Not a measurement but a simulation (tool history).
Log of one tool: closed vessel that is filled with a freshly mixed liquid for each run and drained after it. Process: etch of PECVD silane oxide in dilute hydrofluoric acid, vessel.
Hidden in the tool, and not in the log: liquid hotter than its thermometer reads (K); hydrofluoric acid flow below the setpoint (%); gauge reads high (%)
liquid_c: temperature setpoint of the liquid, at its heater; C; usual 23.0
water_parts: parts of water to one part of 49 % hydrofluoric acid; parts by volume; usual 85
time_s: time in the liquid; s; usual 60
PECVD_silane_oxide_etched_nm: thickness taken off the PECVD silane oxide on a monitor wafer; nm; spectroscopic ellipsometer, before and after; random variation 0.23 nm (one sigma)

| run | day | liquid_c | water_parts | time_s | wafers since the last listed run | hours since the thermometer was replaced | hours since the hydrofluoric acid flow meter was replaced | hours since the gauge calibration | read-back film thickness of the PECVD silane oxide reference wafer, read on the same gauge (nm) | PECVD_silane_oxide_etched_nm |
|---|---|---|---|---|---|---|---|---|---|---|
| 1 | 0.000 | 23.0 | 70 | 60 | 0 | 2224.5 | 2045.8 | 228.0 | 140.01 | 41.17 |
| 2 | 3.812 | 23.0 | 70 | 60 | 6160 | 2316.0 | 2137.3 | 319.5 | 139.98 | 41.63 |
| 3 | 7.317 | 23.0 | 70 | 60 | 5662 | 2400.1 | 2221.4 | 403.6 | 140.01 | 41.20 |
| 4 | 10.625 | 23.0 | 85 | 80 | 5345 | 2479.5 | 2300.8 | 483.0 | 140.00 | 44.04 |
| 5 | 13.838 | 23.0 | 85 | 60 | 5190 | 2556.6 | 2377.9 | 560.1 | 139.99 | 33.29 |
|  | 17.121 | hydrofluoric acid flow meter replaced |
| 6 | 17.879 | 23.0 | 85 | 60 | 6463 | 2653.6 | 18.2 | 657.1 | 140.00 | 34.23 |
| 7 | 19.850 | 23.0 | 85 | 60 | 3184 | 2700.9 | 65.5 | 704.4 | 139.99 | 33.46 |
|  | 20.283 | thermometer replaced |
| 8 | 23.200 | 19.5 | 110 | 30 | 5345 | 70.0 | 145.9 | 784.8 | 140.01 | 10.03 |
|  | 29.975 | gauge calibrated |
| 9 | 30.792 | 21.5 | 60 | 75 | 12266 | 252.2 | 328.1 | 19.6 | 140.00 | 52.70 |
| 10 | 34.558 | 23.0 | 85 | 90 | 6086 | 342.6 | 418.5 | 110.0 | 140.00 | 46.89 |
| 11 | 37.825 | 24.5 | 105 | 35 | 5278 | 421.0 | 496.9 | 188.4 | 140.01 | 15.31 |
| 12 | 39.733 | 18.5 | 115 | 80 | 3083 | 466.8 | 542.7 | 234.2 | 140.02 | 24.67 |
| 13 | 41.554 | 21.5 | 85 | 60 | 2942 | 510.5 | 586.4 | 277.9 | 140.01 | 29.50 |
| 14 | 43.225 | 23.0 | 85 | 60 | 2699 | 550.6 | 626.5 | 318.0 | 140.02 | 31.48 |

Some steps in PECVD_silane_oxide_etched_nm between neighbouring runs. How much of each would the tool show without its hidden state too (settings, what came in, random variation), and how much is left for the hidden state, with any gauge scatter that isn't in both results?
Run 7 -> 8: liquid_c 23.0 -> 19.5, water_parts 85 -> 110, time_s 60 -> 30, thermometer replaced. PECVD_silane_oxide_etched_nm -23.43 nm: hidden state -3.42, all else -20.01.
Run 8 -> 9: liquid_c 19.5 -> 21.5, water_parts 110 -> 60, time_s 30 -> 75, gauge calibrated. PECVD_silane_oxide_etched_nm +42.67 nm: hidden state +1.13, all else +41.54.
